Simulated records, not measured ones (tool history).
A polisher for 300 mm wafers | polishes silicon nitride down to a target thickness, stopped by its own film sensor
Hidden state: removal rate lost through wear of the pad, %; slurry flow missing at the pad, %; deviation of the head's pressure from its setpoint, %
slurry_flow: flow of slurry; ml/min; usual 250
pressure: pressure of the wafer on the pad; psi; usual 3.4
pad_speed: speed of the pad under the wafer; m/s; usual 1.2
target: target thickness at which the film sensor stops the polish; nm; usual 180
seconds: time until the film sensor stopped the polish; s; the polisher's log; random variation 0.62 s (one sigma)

run,hour,slurry_flow,pressure,pad_speed,target,wafers since the last listed run,wafers polished on this pad,hours since the slurry nozzle was cleaned,hours since the head pressure was calibrated,"incoming thickness of the incoming film, nm",seconds
1,0,250,3.4,1.2,180,0,1745,355.4,513.8,299.8,60.2
2,46.1,250,3.4,1.2,180,541,2286,401.5,559.9,301.8,61.6
# hour 115.2: slurry nozzle cleaned
3,115.7,250,3.4,1.2,180,805,3092,0.5,629.5,295.9,52.3
4,180.5,250,3.4,1.2,180,760,3852,65.3,694.3,299.3,54.3
5,210.4,200,3.4,1.2,180,350,4203,95.2,724.2,304.8,62.4
6,235,200,3.4,1.2,180,288,4492,119.8,748.8,299.5,59.9
# hour 267.5: worn pad replaced by a new one
7,291.4,200,3.4,1.2,180,615,280,176.2,805.2,293.3,58.1
8,356.1,250,3.4,1.2,180,759,1039,240.9,869.9,298.6,58
9,383.7,250,3.4,1.2,180,323,1363,268.5,897.5,297.7,56.8
10,450.3,250,3.4,1.3,180,781,2145,335.1,964.1,293.6,53.8
11,489.4,250,3.4,1.2,180,458,2604,374.2,1003.2,295.2,58.1
12,519.2,250,3.4,1.2,180,349,2954,404,1033,299.7,60.7
# hour 559.9: slurry nozzle cleaned
13,566.7,250,3.4,1.2,180,545,3500,6.8,1080.5,298.7,54.4
14,597.8,250,3.4,1.2,180,365,3865,37.9,1111.6,302.9,57.3
# hour 630.2: worn pad replaced by a new one
15,647.4,250,3.4,1.2,180,535,201,87.5,1161.2,304.5,59.1
16,679,250,3.4,1.2,180,370,572,119.1,1192.8,299.3,57.5
17,712.8,250,4,1.34,180,396,969,152.9,1226.6,297.3,45
18,744.4,250,3.4,1.2,180,370,1340,184.5,1258.2,296.9,55.5
# hour 772.1: head pressure recalibrated
19,772.6,290,3.4,0.98,180,307,1647,212.7,0.5,302.7,67.3
20,813.2,250,3.4,1.04,180,476,2124,253.3,41.1,299.6,66.2
21,872.7,250,3.4,1.2,180,698,2822,312.8,100.6,298.2,57.4
22,910.9,175,3.4,1.2,139,448,3271,351,138.8,301.2,87.5
# hour 938.6: slurry nozzle cleaned
23,966.8,250,3.4,1.2,180,644,3915,28.2,194.7,297.4,53.8
24,1013,225,3.4,1.2,151,542,4457,74.4,240.9,295,69.8
# hour 1021.1: worn pad replaced by a new one
25,1052.1,250,2.7,1.02,180,412,363,113.5,280,300.4,79.7
26,1083.1,250,3.4,1.2,206,363,727,144.5,311,304.1,47.6
27,1129.5,290,3.4,1.2,180,544,1271,190.9,357.4,299.9,56.6
28,1288.4,250,3.4,1.2,180,1865,3137,349.8,516.3,300,60
29,1358.4,305,4.4,1.34,157,821,3958,419.8,586.3,296.9,49.6
# hour 1384: slurry nozzle cleaned
30,1384.5,250,4.1,1.38,205,294,4253,0.5,612.4,297.8,32.5
# hour 1391.7: worn pad replaced by a new one
31,1454.6,250,3.4,1.2,180,775,738,70.6,682.5,302.7,58.1
32,1514.9,250,3.4,1.2,180,707,1446,130.9,742.8,298.6,55.6
33,1560.7,250,4.2,1.2,180,537,1983,176.7,788.6,300.4,48.3
34,1587.5,305,3.8,1.2,191,314,2298,203.5,815.4,294.9,45.5
35,1643.1,250,2.7,1.02,180,652,2950,259.1,871,293.8,76.5
# hour 1774.5: slurry nozzle cleaned
# hour 1842: worn pad replaced by a new one
36,1847.6,250,3.4,1.2,180,2341,65,73.1,1075.5,301.4,57.8
37,1889.8,320,2.6,0.96,180,495,561,115.3,1117.7,300.4,81.5
38,1946.7,250,2.6,1.2,180,667,1228,172.2,1174.6,303.3,73.3

The same runs without the tool's hidden state, with the same run-to-run variation:
run,seconds
1,54.5
2,55.6
3,51.8
4,52.5
5,58.9
6,55.9
7,53.1
8,53.2
9,51.8
10,48.5
11,52.2
12,54.4
13,54
14,56.3
15,57
16,55
17,42.6
18,52.2
19,63.5
20,61.3
21,52.7
22,76.9
23,52.8
24,67.1
25,75.9
26,44.8
27,53.3
28,54.3
29,45.5
30,32.3
31,56.2
32,52.7
33,45.2
34,42.9
35,70.2
36,56
37,78.7
38,68.9
